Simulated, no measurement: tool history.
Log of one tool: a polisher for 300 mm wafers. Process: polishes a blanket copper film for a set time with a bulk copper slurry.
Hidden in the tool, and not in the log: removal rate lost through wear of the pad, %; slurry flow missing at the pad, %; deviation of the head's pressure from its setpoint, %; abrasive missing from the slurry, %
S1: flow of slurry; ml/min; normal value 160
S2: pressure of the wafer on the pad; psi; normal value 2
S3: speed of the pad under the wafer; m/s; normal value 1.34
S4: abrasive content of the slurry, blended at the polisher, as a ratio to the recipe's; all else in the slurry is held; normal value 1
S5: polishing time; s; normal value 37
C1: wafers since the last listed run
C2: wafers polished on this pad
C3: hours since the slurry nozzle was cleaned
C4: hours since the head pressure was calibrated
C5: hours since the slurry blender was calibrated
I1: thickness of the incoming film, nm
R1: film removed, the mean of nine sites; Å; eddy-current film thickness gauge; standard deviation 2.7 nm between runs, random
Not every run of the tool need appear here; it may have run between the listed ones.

{"run": 1, "hour": 0.0, "S1": 180, "S2": 2, "S3": 1.34, "S4": 1, "S5": 37, "C1": 0, "C2": 4369, "C3": 662.4, "C4": 605.2, "C5": 522, "I1": 3305.1, "R1": 3050}
{"hour": 42.9, "done": "slurry nozzle cleaned"}
{"run": 2, "hour": 44.8, "S1": 160, "S2": 2, "S3": 1.34, "S4": 1, "S5": 37, "C1": 509, "C2": 4878, "C3": 1.9, "C4": 650, "C5": 566.8, "I1": 3304.5, "R1": 2879}
{"hour": 48.7, "done": "head pressure recalibrated"}
{"run": 3, "hour": 120.6, "S1": 160, "S2": 2, "S3": 1.34, "S4": 1, "S5": 37, "C1": 858, "C2": 5736, "C3": 77.7, "C4": 71.9, "C5": 642.6, "I1": 3306.4, "R1": 2893}
{"run": 4, "hour": 156.7, "S1": 160, "S2": 2, "S3": 1.34, "S4": 1, "S5": 37, "C1": 419, "C2": 6156, "C3": 113.8, "C4": 108, "C5": 678.7, "I1": 3380.6, "R1": 2911}
{"hour": 209.1, "done": "slurry blender recalibrated"}
{"run": 5, "hour": 211.5, "S1": 160, "S2": 1.6, "S3": 1.34, "S4": 1, "S5": 37, "C1": 613, "C2": 6770, "C3": 168.6, "C4": 162.8, "C5": 2.4, "I1": 3365.1, "R1": 2451}
{"run": 6, "hour": 257.7, "S1": 160, "S2": 1.6, "S3": 1.34, "S4": 1, "S5": 37, "C1": 537, "C2": 7307, "C3": 214.8, "C4": 209, "C5": 48.6, "I1": 3339.8, "R1": 2419}
{"hour": 330.8, "done": "worn pad replaced by a new one"}
{"run": 7, "hour": 538.6, "S1": 160, "S2": 1.6, "S3": 1.34, "S4": 1, "S5": 37, "C1": 3219, "C2": 2416, "C3": 495.7, "C4": 489.9, "C5": 329.5, "I1": 3391.7, "R1": 2408}
{"run": 8, "hour": 646.3, "S1": 160, "S2": 2, "S3": 1.34, "S4": 0.75, "S5": 37, "C1": 1252, "C2": 3669, "C3": 603.4, "C4": 597.6, "C5": 437.2, "I1": 3391.5, "R1": 2679}
{"hour": 660.4, "done": "head pressure recalibrated"}
{"run": 9, "hour": 693.3, "S1": 160, "S2": 1.8, "S3": 0.98, "S4": 1, "S5": 45, "C1": 523, "C2": 4192, "C3": 650.4, "C4": 32.9, "C5": 484.2, "I1": 3379.2, "R1": 2414}
{"hour": 701.5, "done": "slurry nozzle cleaned"}
{"run": 10, "hour": 731.6, "S1": 160, "S2": 1.6, "S3": 1.34, "S4": 1, "S5": 37, "C1": 433, "C2": 4625, "C3": 30.1, "C4": 71.2, "C5": 522.5, "I1": 3378.7, "R1": 2359}
{"run": 11, "hour": 816.6, "S1": 160, "S2": 2, "S3": 1.34, "S4": 1.25, "S5": 37, "C1": 988, "C2": 5614, "C3": 115.1, "C4": 156.2, "C5": 607.5, "I1": 3372.7, "R1": 3107}
{"run": 12, "hour": 859.0, "S1": 160, "S2": 2, "S3": 1.34, "S4": 1, "S5": 37, "C1": 493, "C2": 6107, "C3": 157.5, "C4": 198.6, "C5": 649.9, "I1": 3380.8, "R1": 2848}
{"hour": 878.7, "done": "slurry blender recalibrated"}
{"run": 13, "hour": 932.4, "S1": 135, "S2": 2, "S3": 1.52, "S4": 0.75, "S5": 37, "C1": 830, "C2": 6937, "C3": 230.9, "C4": 272, "C5": 53.7, "I1": 3368.4, "R1": 3049}
{"hour": 965.7, "done": "worn pad replaced by a new one"}
{"run": 14, "hour": 1037.2, "S1": 180, "S2": 2.4, "S3": 1.34, "S4": 0.85, "S5": 47, "C1": 1172, "C2": 831, "C3": 335.7, "C4": 376.8, "C5": 158.5, "I1": 3360.5, "R1": 4636}
{"run": 15, "hour": 1106.2, "S1": 180, "S2": 1.7, "S3": 1.34, "S4": 1, "S5": 43, "C1": 802, "C2": 1634, "C3": 404.7, "C4": 445.8, "C5": 227.5, "I1": 3350.6, "R1": 3170}
{"run": 16, "hour": 1150.2, "S1": 160, "S2": 1.4, "S3": 1.34, "S4": 1, "S5": 37, "C1": 511, "C2": 2145, "C3": 448.7, "C4": 489.8, "C5": 271.5, "I1": 3381.3, "R1": 2183}
{"run": 17, "hour": 1233.5, "S1": 160, "S2": 2, "S3": 1.34, "S4": 1.3, "S5": 37, "C1": 968, "C2": 3114, "C3": 532, "C4": 573.1, "C5": 354.8, "I1": 3341.8, "R1": 3292}
{"run": 18, "hour": 1273.0, "S1": 160, "S2": 2, "S3": 1.58, "S4": 1, "S5": 50, "C1": 459, "C2": 3573, "C3": 571.5, "C4": 612.6, "C5": 394.3, "I1": 3363.2, "R1": 4803}
{"run": 19, "hour": 1313.4, "S1": 160, "S2": 2, "S3": 1.34, "S4": 0.9, "S5": 30, "C1": 469, "C2": 4043, "C3": 611.9, "C4": 653, "C5": 434.7, "I1": 3264.9, "R1": 2342}
{"run": 20, "hour": 1384.1, "S1": 160, "S2": 2, "S3": 1.34, "S4": 1, "S5": 37, "C1": 822, "C2": 4865, "C3": 682.6, "C4": 723.7, "C5": 505.4, "I1": 3401.5, "R1": 2954}
{"hour": 1458.7, "done": "head pressure recalibrated"}
{"run": 21, "hour": 1459.9, "S1": 195, "S2": 1.4, "S3": 1.5, "S4": 1, "S5": 37, "C1": 858, "C2": 5723, "C3": 758.4, "C4": 1.2, "C5": 581.2, "I1": 3314.3, "R1": 2379}
{"hour": 1499.9, "done": "slurry nozzle cleaned"}
{"run": 22, "hour": 1504.0, "S1": 200, "S2": 2.5, "S3": 1.06, "S4": 1, "S5": 32, "C1": 501, "C2": 6224, "C3": 4.1, "C4": 45.3, "C5": 625.3, "I1": 3300.1, "R1": 2596}
{"hour": 1568.1, "done": "slurry blender recalibrated"}
{"run": 23, "hour": 1609.9, "S1": 190, "S2": 1.7, "S3": 1.34, "S4": 1, "S5": 37, "C1": 1208, "C2": 7432, "C3": 110, "C4": 151.2, "C5": 41.8, "I1": 3402.3, "R1": 2677}
{"run": 24, "hour": 1671.7, "S1": 160, "S2": 2.4, "S3": 1.18, "S4": 0.7, "S5": 46, "C1": 718, "C2": 8151, "C3": 171.8, "C4": 213, "C5": 103.6, "I1": 3323.2, "R1": 3515}
{"hour": 1761.9, "done": "worn pad replaced by a new one"}
{"run": 25, "hour": 1764.3, "S1": 145, "S2": 2.3, "S3": 1.02, "S4": 0.85, "S5": 37, "C1": 1030, "C2": 28, "C3": 264.4, "C4": 305.6, "C5": 196.2, "I1": 3288, "R1": 2566}
{"run": 26, "hour": 1835.1, "S1": 110, "S2": 2, "S3": 1.12, "S4": 1, "S5": 31, "C1": 823, "C2": 851, "C3": 335.2, "C4": 376.4, "C5": 267, "I1": 3313, "R1": 1991}
{"run": 27, "hour": 1893.2, "S1": 160, "S2": 2, "S3": 1.34, "S4": 1, "S5": 37, "C1": 675, "C2": 1527, "C3": 393.3, "C4": 434.5, "C5": 325.1, "I1": 3401.7, "R1": 3083}
{"run": 28, "hour": 1963.3, "S1": 145, "S2": 2.7, "S3": 0.9, "S4": 1.25, "S5": 37, "C1": 815, "C2": 2342, "C3": 463.4, "C4": 504.6, "C5": 395.2, "I1": 3303.2, "R1": 2917}
{"run": 29, "hour": 2054.1, "S1": 180, "S2": 2, "S3": 1.34, "S4": 0.75, "S5": 37, "C1": 1055, "C2": 3398, "C3": 554.2, "C4": 595.4, "C5": 486, "I1": 3390.3, "R1": 2749}
{"hour": 2113.2, "done": "slurry nozzle cleaned"}
{"run": 30, "hour": 2134.7, "S1": 215, "S2": 2, "S3": 1.34, "S4": 1.15, "S5": 46, "C1": 925, "C2": 4323, "C3": 21.5, "C4": 676, "C5": 566.6, "I1": 3346.3, "R1": 4057}

4 ways to go on from here, each from the tool as it stands after run 30. What would each give?
{"run": "A", "hour": 2135.1, "S1": 160, "S2": 2, "S3": 1.34, "S4": 1.1, "S5": 37, "C1": 4, "C2": 4328, "C3": 21.9, "C4": 676.4, "C5": 567, "I1": 3312.4, "R1": "?"}
{"run": "B", "hour": 2135.1, "S1": 160, "S2": 2.6, "S3": 1.56, "S4": 1, "S5": 37, "C1": 4, "C2": 4328, "C3": 21.9, "C4": 676.4, "C5": 567, "I1": 3312.4, "R1": "?"}
{"run": "C", "hour": 2135.1, "S1": 160, "S2": 2, "S3": 1.34, "S4": 1.1, "S5": 30, "C1": 4, "C2": 4328, "C3": 21.9, "C4": 676.4, "C5": 567, "I1": 3312.4, "R1": "?"}
{"run": "D", "hour": 2135.1, "S1": 160, "S2": 2, "S3": 1.18, "S4": 1, "S5": 45, "C1": 4, "C2": 4328, "C3": 21.9, "C4": 676.4, "C5": 567, "I1": 3312.4, "R1": "?"}

run=A R1=3005
run=B R1=4414
run=C R1=2437
run=D R1=3124
Without the tool's hidden state the same runs would have given:
run=A R1=3287
run=B R1=4823
run=C R1=2665
run=D R1=3413
